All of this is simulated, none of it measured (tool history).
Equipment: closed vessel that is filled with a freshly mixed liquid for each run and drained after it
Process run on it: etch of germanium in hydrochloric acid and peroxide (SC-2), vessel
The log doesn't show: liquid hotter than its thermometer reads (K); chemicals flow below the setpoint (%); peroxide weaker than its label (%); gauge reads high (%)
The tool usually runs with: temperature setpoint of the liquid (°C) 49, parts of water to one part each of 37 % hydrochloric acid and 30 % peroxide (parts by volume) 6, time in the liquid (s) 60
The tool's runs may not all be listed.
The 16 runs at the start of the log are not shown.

run	hour	temperature setpoint of the liquid (°C)	parts of water to one part each of 37 % hydrochloric acid and 30 % peroxide (parts by volume)	time in the liquid (s)	wafers since the last listed run	hours since the thermometer was replaced	hours since the chemicals flow meter was replaced	hours since the drum of peroxide was connected	hours since the gauge calibration	read-back film thickness of the germanium reference wafer, read on the same gauge (nm)	thickness taken off the germanium on a monitor wafer (nm)
# hour 474.2: new drum of peroxide connected
17	475.4	42.5	6	60	2960	1500.5	1513.7	1.2	114.4	89.98	150.55
18	560.9	55.5	4.5	60	7578	1586	1599.2	86.7	199.9	90	231.66
# hour 589.4: thermometer replaced
19	592.8	44	5	80	2738	3.4	1631.1	118.6	231.8	90.02	198.01
20	628.7	40	7	60	3182	39.3	1667	154.5	267.7	89.99	127.67
21	664.6	42.5	6	40	3182	75.2	1702.9	190.4	303.6	90.02	93.7
22	687.1	54.5	4	60	1994	97.7	1725.4	212.9	326.1	89.98	213.11
# hour 713.3: chemicals flow meter replaced
23	715.1	49	4	60	2393	125.7	1.8	240.9	354.1	90.02	178.26
24	771.4	57.5	4	45	4990	182	58.1	297.2	410.4	89.98	171.67
25	800.6	49	4	30	2588	211.2	87.3	326.4	439.6	90.03	88.68
26	833.2	52.5	6	60	2889	243.8	119.9	359	472.2	89.99	196.09
27	846.4	49	6	60	1170	257	133.1	372.2	485.4	90	177.28
28	862	53	8	60	1382	272.6	148.7	387.8	501	89.97	198.63
29	897.5	57	6	60	3146	308.1	184.2	423.3	536.5	90	228.83
30	911.4	42.5	5	30	1232	322	198.1	437.2	550.4	90	70.45
31	951.7	40.5	8	85	3572	362.3	238.4	477.5	590.7	90	186.49

Each row is a separate what-if for the run after 31, all from the same tool condition, not one after another. Results?
A	952.4	49	6	50	62	363	239.1	478.2	591.4	?	?
B	952.4	55	6	60	62	363	239.1	478.2	591.4	?	?
C	952.4	44.5	4.5	60	62	363	239.1	478.2	591.4	?	?

run	read-back film thickness of the germanium reference wafer, read on the same gauge (nm)	thickness taken off the germanium on a monitor wafer (nm)
A	89.99	148.02
B	89.99	214.56
C	89.99	154.41
Stripped of hidden state, with their random variation kept, the same runs would have yielded:
run	thickness taken off the germanium on a monitor wafer (nm)
A	145.14
B	210.55
C	151.3
